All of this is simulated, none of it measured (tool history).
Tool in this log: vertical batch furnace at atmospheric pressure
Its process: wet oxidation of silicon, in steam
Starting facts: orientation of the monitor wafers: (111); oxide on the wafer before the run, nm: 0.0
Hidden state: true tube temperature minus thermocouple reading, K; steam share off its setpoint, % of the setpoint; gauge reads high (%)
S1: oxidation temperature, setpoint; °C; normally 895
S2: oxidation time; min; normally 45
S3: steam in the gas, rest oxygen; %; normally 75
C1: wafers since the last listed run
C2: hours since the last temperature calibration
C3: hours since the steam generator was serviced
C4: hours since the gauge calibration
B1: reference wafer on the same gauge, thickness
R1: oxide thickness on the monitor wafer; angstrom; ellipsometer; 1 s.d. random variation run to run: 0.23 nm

run 1 day=0 | S1=895 S2=45 S3=75 | C1=0 C2=5172.1 C3=2767.3 C4=120 | B1=108.98 | R1=1219
run 2 day=0.3 | S1=895 S2=45 S3=82 | C1=65 C2=5179.3 C3=2774.5 C4=127.2 | B1=108.97 | R1=1315.9
run 3 day=0.846 | S1=895 S2=45 S3=82 | C1=119 C2=5192.4 C3=2787.6 C4=140.3 | B1=108.99 | R1=1314.7
run 4 day=1.2 | S1=895 S2=45 S3=82 | C1=77 C2=5200.9 C3=2796.1 C4=148.8 | B1=108.96 | R1=1318.3
run 5 day=1.55 | S1=880 S2=45 S3=75 | C1=76 C2=5209.3 C3=2804.5 C4=157.2 | B1=109.04 | R1=980
run 6 day=2.221 | S1=895 S2=28.5 S3=75 | C1=147 C2=5225.4 C3=2820.6 C4=173.3 | B1=109.01 | R1=813.7
run 7 day=2.558 | S1=895 S2=45 S3=84 | C1=74 C2=5233.5 C3=2828.7 C4=181.4 | B1=109.02 | R1=1347.8
run 8 day=2.929 | S1=895 S2=45 S3=84 | C1=81 C2=5242.4 C3=2837.6 C4=190.3 | B1=109.01 | R1=1343.9
run 9 day=3.288 | S1=895 S2=50 S3=75 | C1=78 C2=5251 C3=2846.2 C4=198.9 | B1=109.03 | R1=1334.5
-- day=4.533 gauge calibrated
-- day=4.592 thermocouples replaced and temperature profile calibrated
run 10 day=4.612 | S1=895 S2=50 S3=75 | C1=71 C2=0.5 C3=2878 C4=1.9 | B1=108.98 | R1=1334.1
run 11 day=4.808 | S1=895 S2=50 S3=75 | C1=42 C2=5.2 C3=2882.7 C4=6.6 | B1=108.91 | R1=1332
run 12 day=5.071 | S1=876 S2=45 S3=75 | C1=57 C2=11.5 C3=2889 C4=12.9 | B1=109.01 | R1=922.6
run 13 day=5.671 | S1=895 S2=45 S3=75 | C1=131 C2=25.9 C3=2903.4 C4=27.3 | B1=109.01 | R1=1211.5
run 14 day=6.258 | S1=888 S2=66 S3=66 | C1=128 C2=40 C3=2917.5 C4=41.4 | B1=109.05 | R1=1374.5
run 15 day=6.554 | S1=895 S2=60.5 S3=75 | C1=64 C2=47.1 C3=2924.6 C4=48.5 | B1=108.99 | R1=1567.6
run 16 day=7.221 | S1=895 S2=45 S3=75 | C1=146 C2=63.1 C3=2940.6 C4=64.5 | B1=109.02 | R1=1216
run 17 day=7.708 | S1=895 S2=45 S3=67 | C1=106 C2=74.8 C3=2952.3 C4=76.2 | B1=109.06 | R1=1098.6
-- day=8.738 steam generator serviced
run 18 day=8.758 | S1=895 S2=45 S3=68 | C1=10 C2=100 C3=0.5 C4=101.4 | B1=108.98 | R1=1202
run 19 day=8.954 | S1=878 S2=45 S3=81 | C1=42 C2=104.7 C3=5.2 C4=106.1 | B1=108.99 | R1=1099.9
run 20 day=9.15 | S1=913 S2=45 S3=66 | C1=42 C2=109.4 C3=9.9 C4=110.8 | B1=109.08 | R1=1470.9
run 21 day=10.996 | S1=911 S2=45 S3=75 | C1=404 C2=153.7 C3=54.2 C4=155.1 | B1=109.01 | R1=1598.9
run 22 day=11.742 | S1=895 S2=45 S3=75 | C1=163 C2=171.6 C3=72.1 C4=173 | B1=108.94 | R1=1308.9
run 23 day=12.088 | S1=912 S2=59.5 S3=70 | C1=75 C2=179.9 C3=80.4 C4=181.3 | B1=109.03 | R1=1918.5
run 24 day=12.471 | S1=895 S2=45 S3=75 | C1=84 C2=189.1 C3=89.6 C4=190.5 | B1=109.03 | R1=1303.3
run 25 day=13.104 | S1=895 S2=45 S3=75 | C1=138 C2=204.3 C3=104.8 C4=205.7 | B1=108.96 | R1=1306.6
-- day=13.246 gauge calibrated
run 26 day=13.5 | S1=895 S2=24 S3=66 | C1=86 C2=213.8 C3=114.3 C4=6.1 | B1=108.99 | R1=663.4

What the log doesn't show, run by run:
true tube temperature minus thermocouple reading, K: 0 at every run
gauge reads high (%): 0 at every run
H1: steam share off its setpoint, % of the setpoint
run=1 H1=-8.09
run=2 H1=-8.11
run=3 H1=-8.14
run=4 H1=-8.17
run=5 H1=-8.19
run=6 H1=-8.24
run=7 H1=-8.26
run=8 H1=-8.28
run=9 H1=-8.31
run=10 H1=-8.4
run=11 H1=-8.41
run=12 H1=-8.43
run=13 H1=-8.47
run=14 H1=-8.51
run=15 H1=-8.53
run=16 H1=-8.57
run=17 H1=-8.61
run=18 H1=-0.297
run=19 H1=-0.311
run=20 H1=-0.324
run=21 H1=-0.448
run=22 H1=-0.498
run=23 H1=-0.521
run=24 H1=-0.547
run=25 H1=-0.59
run=26 H1=-0.616
